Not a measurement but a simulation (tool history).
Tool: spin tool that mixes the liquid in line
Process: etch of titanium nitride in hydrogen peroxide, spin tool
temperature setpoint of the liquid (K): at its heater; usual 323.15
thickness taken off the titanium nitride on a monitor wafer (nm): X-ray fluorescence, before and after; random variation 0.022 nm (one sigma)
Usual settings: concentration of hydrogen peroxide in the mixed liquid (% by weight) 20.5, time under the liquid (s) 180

run   hour  temperature setpoint of the liquid (K)  concentration of hydrogen peroxide in the mixed liquid (% by weight)  time under the liquid (s)  wafers since the last listed run  hours since the thermometer was replaced  hours since the peroxide flow meter was replaced  hours since the heated supply line was repaired  hours since the drum of peroxide was connected  hours since the gauge calibration  read-back film thickness of the titanium nitride reference wafer, read on the same gauge (nm)  thickness taken off the titanium nitride on a monitor wafer (nm)
  1      0                                  323.15                                                                  20.5                        180                                 0                                    2976.3                                            1924.8                                           2417.3                                            1009                              253.6                                                                                            110                                                              4.71
  2   24.6                                  323.15                                                                  20.5                        180                               118                                    3000.9                                            1949.4                                           2441.9                                          1033.6                              278.2                                                                                         110.01                                                              4.69
  3   36.9                                  323.15                                                                  20.5                        180                                59                                    3013.2                                            1961.7                                           2454.2                                          1045.9                              290.5                                                                                         110.05                                                              4.72
  4   60.3                                  316.65                                                                  20.5                        180                               113                                    3036.6                                            1985.1                                           2477.6                                          1069.3                              313.9                                                                                         110.01                                                              2.88
  5   78.5                                  316.65                                                                  20.5                        180                                88                                    3054.8                                            2003.3                                           2495.8                                          1087.5                              332.1                                                                                         109.99                                                              2.89
  6   90.7                                  316.65                                                                  20.5                        180                                59                                      3067                                            2015.5                                             2508                                          1099.7                              344.3                                                                                         110.02                                                              2.88
  7  111.6                                  323.15                                                                  20.5                        115                               101                                    3087.9                                            2036.4                                           2528.9                                          1120.6                              365.2                                                                                         110.02                                                                 3
  8  124.4                                  323.15                                                                  20.5                        115                                61                                    3100.7                                            2049.2                                           2541.7                                          1133.4                                378                                                                                         109.98                                                                 3
  9  157.6                                  323.15                                                                  20.5                        115                               160                                    3133.9                                            2082.4                                           2574.9                                          1166.6                              411.2                                                                                         110.01                                                              2.97
 10  185.8                                  326.15                                                                  20.5                        180                               136                                    3162.1                                            2110.6                                           2603.1                                          1194.8                              439.4                                                                                         110.02                                                              5.79
     193.9  -- gauge calibrated
 11  214.3                                  323.15                                                                    24                        140                               137                                    3190.6                                            2139.1                                           2631.6                                          1223.3                               20.4                                                                                         109.96                                                              3.76
 12  239.8                                  328.65                                                                  16.5                        120                               123                                    3216.1                                            2164.6                                           2657.1                                          1248.8                               45.9                                                                                         109.98                                                              4.44
 13  262.6                                  315.65                                                                  20.5                        240                               110                                    3238.9                                            2187.4                                           2679.9                                          1271.6                               68.7                                                                                         109.99                                                              3.53
 14  286.2                                  327.15                                                                  18.5                        275                               114                                    3262.5                                              2211                                           2703.5                                          1295.2                               92.3                                                                                         110.01                                                              9.32
     291.5  -- thermometer replaced
     293.7  -- peroxide flow meter replaced
 15  318.7                                  323.15                                                                  20.5                        180                               147                                      27.2                                                25                                             2736                                          1327.7                              124.8                                                                                         110.02                                                               4.2
     330.2  -- new drum of peroxide connected
 16  349.1                                  323.15                                                                    19                        210                               142                                      57.6                                              55.4                                           2766.4                                            18.9                              155.2                                                                                         109.95                                                              4.81
     360.6  -- heated supply line repaired
     402.3  -- thermometer replaced, repeated, since the last time left the tool worse
 17  451.7                                  323.15                                                                    19                        210                               486                                      49.4                                               158                                             91.1                                           121.5                              257.8                                                                                         110.01                                                              6.11
 18  476.1                                  319.15                                                                  20.5                        180                               118                                      73.8                                             182.4                                            115.5                                           145.9                              282.2                                                                                         110.04                                                              3.95

5 ways to go on from here, each from the tool as it stands after run 18. What would each give?
  A  476.6                                  323.15                                                                  20.5                        255                                 2                                      74.3                                             182.9                                              116                                           146.4                              282.7                                                                                              ?                                                                 ?
  B  476.6                                  327.15                                                                    16                        180                                 2                                      74.3                                             182.9                                              116                                           146.4                              282.7                                                                                              ?                                                                 ?
  C  476.6                                  323.15                                                                  22.5                        225                                 2                                      74.3                                             182.9                                              116                                           146.4                              282.7                                                                                              ?                                                                 ?
  D  476.6                                  319.15                                                                  20.5                        245                                 2                                      74.3                                             182.9                                              116                                           146.4                              282.7                                                                                              ?                                                                 ?
  E  476.6                                  323.15                                                                  20.5                        100                                 2                                      74.3                                             182.9                                              116                                           146.4                              282.7                                                                                              ?                                                                 ?

run  read-back film thickness of the titanium nitride reference wafer, read on the same gauge (nm)  thickness taken off the titanium nitride on a monitor wafer (nm)
  A                                                                                         109.94                                                              7.48
  B                                                                                         109.94                                                              6.66
  C                                                                                         109.94                                                              6.73
  D                                                                                         109.94                                                              5.36
  E                                                                                         109.94                                                              2.93
Without the tool's hidden state the same runs would have given:
run  thickness taken off the titanium nitride on a monitor wafer (nm)
  A                                                              7.52
  B                                                               6.7
  C                                                              6.77
  D                                                              5.39
  E                                                              2.95
